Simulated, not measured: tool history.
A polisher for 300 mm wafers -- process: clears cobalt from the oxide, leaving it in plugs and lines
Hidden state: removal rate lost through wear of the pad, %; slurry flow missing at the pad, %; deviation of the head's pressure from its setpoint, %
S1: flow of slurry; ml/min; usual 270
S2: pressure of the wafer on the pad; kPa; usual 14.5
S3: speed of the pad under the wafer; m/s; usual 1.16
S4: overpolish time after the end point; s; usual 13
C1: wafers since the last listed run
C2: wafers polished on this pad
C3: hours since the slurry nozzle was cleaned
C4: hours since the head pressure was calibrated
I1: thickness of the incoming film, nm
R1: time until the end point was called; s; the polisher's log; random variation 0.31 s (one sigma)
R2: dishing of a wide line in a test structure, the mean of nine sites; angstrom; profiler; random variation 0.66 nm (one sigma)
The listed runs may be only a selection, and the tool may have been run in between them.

| run | hour | S1 | S2 | S3 | S4 | C1 | C2 | C3 | C4 | I1 | R1 | R2 |
|---|---|---|---|---|---|---|---|---|---|---|---|---|
| 1 | 0 | 270 | 14.5 | 1.16 | 13 | 0 | 496 | 149.2 | 474.5 | 168.9 | 22.7 | 336 |
| 2 | 10.2 | 270 | 14.5 | 1.16 | 13 | 81 | 577 | 159.4 | 484.7 | 167.7 | 22.6 | 326 |
| 3 | 22.3 | 270 | 14.5 | 1.16 | 13 | 96 | 673 | 171.5 | 496.8 | 171.1 | 23.2 | 317 |
|  | 42.7 | worn pad replaced by a new one |
| 4 | 43.2 | 270 | 14.5 | 1.16 | 15 | 134 | 3 | 192.4 | 517.7 | 171.6 | 23.3 | 324 |
| 5 | 45.8 | 270 | 13.1 | 0.9 | 13 | 20 | 24 | 195 | 520.3 | 168 | 31.6 | 299 |
| 6 | 61 | 270 | 13.1 | 0.9 | 13 | 120 | 145 | 210.2 | 535.5 | 170.8 | 32.6 | 280 |
| 7 | 78.5 | 270 | 13.1 | 0.9 | 13 | 139 | 284 | 227.7 | 553 | 172.6 | 32.1 | 277 |
| 8 | 85.4 | 270 | 14.5 | 1.16 | 13 | 54 | 339 | 234.6 | 559.9 | 172 | 22.5 | 330 |
| 9 | 97.1 | 270 | 14.5 | 1.16 | 13 | 93 | 432 | 246.3 | 571.6 | 172.8 | 23 | 322 |
| 10 | 106.6 | 270 | 14.5 | 1.16 | 13 | 75 | 508 | 255.8 | 581.1 | 170.2 | 22.8 | 329 |
| 11 | 120.6 | 270 | 11.7 | 1.16 | 13 | 111 | 619 | 269.8 | 595.1 | 168.4 | 27.4 | 308 |
|  | 136.4 | worn pad replaced by a new one |
|  | 156.8 | slurry nozzle cleaned |
| 12 | 172.9 | 270 | 11.7 | 1.16 | 13 | 376 | 282 | 16.1 | 647.4 | 168.7 | 27.3 | 297 |
|  | 208.6 | head pressure recalibrated |
| 13 | 209.1 | 270 | 11.7 | 1.16 | 13 | 272 | 554 | 52.3 | 0.5 | 168.5 | 28.3 | 311 |
| 14 | 221.2 | 270 | 14.5 | 1.38 | 13 | 96 | 650 | 64.4 | 12.6 | 168.2 | 18.5 | 334 |
|  | 231 | worn pad replaced by a new one |
| 15 | 235.8 | 310 | 14.5 | 0.84 | 13 | 84 | 37 | 79 | 27.2 | 167.3 | 31 | 305 |
| 16 | 273.8 | 270 | 14.5 | 1.16 | 7 | 302 | 340 | 117 | 65.2 | 169.7 | 22.7 | 266 |
| 17 | 287.5 | 215 | 17.2 | 1.02 | 6 | 108 | 449 | 130.7 | 78.9 | 172 | 22.4 | 245 |
| 18 | 294.5 | 180 | 14.5 | 1.16 | 13 | 55 | 504 | 137.7 | 85.9 | 168.8 | 23.8 | 322 |
| 19 | 300.9 | 270 | 14.5 | 1.16 | 15 | 50 | 555 | 144.1 | 92.3 | 170.4 | 22.7 | 339 |
| 20 | 315.7 | 220 | 11 | 1.44 | 17 | 117 | 673 | 158.9 | 107.1 | 170.7 | 25.1 | 345 |
| 21 | 322.1 | 270 | 14.5 | 0.8 | 13 | 50 | 724 | 165.3 | 113.5 | 169.6 | 32.2 | 286 |
| 22 | 332 | 270 | 14.5 | 1.16 | 13 | 78 | 803 | 175.2 | 123.4 | 172 | 23.1 | 319 |
| 23 | 349.1 | 305 | 17.2 | 1.16 | 13 | 136 | 939 | 192.3 | 140.5 | 170 | 19.5 | 326 |
|  | 353.5 | worn pad replaced by a new one |
| 24 | 365.4 | 270 | 14.5 | 1.16 | 13 | 97 | 94 | 208.6 | 156.8 | 170 | 23.6 | 314 |
| 25 | 375.2 | 270 | 17.9 | 1.3 | 16 | 77 | 172 | 218.4 | 166.6 | 169.7 | 16.7 | 352 |
| 26 | 401.5 | 315 | 11 | 1.16 | 13 | 209 | 381 | 244.7 | 192.9 | 172.7 | 29 | 305 |

What was the tool's hidden state at every run in the log?
removal rate lost through wear of the pad, %: 0, the same for each run
slurry flow missing at the pad, %: 0, the same for each run
deviation of the head's pressure from its setpoint, %: 0, the same for each run
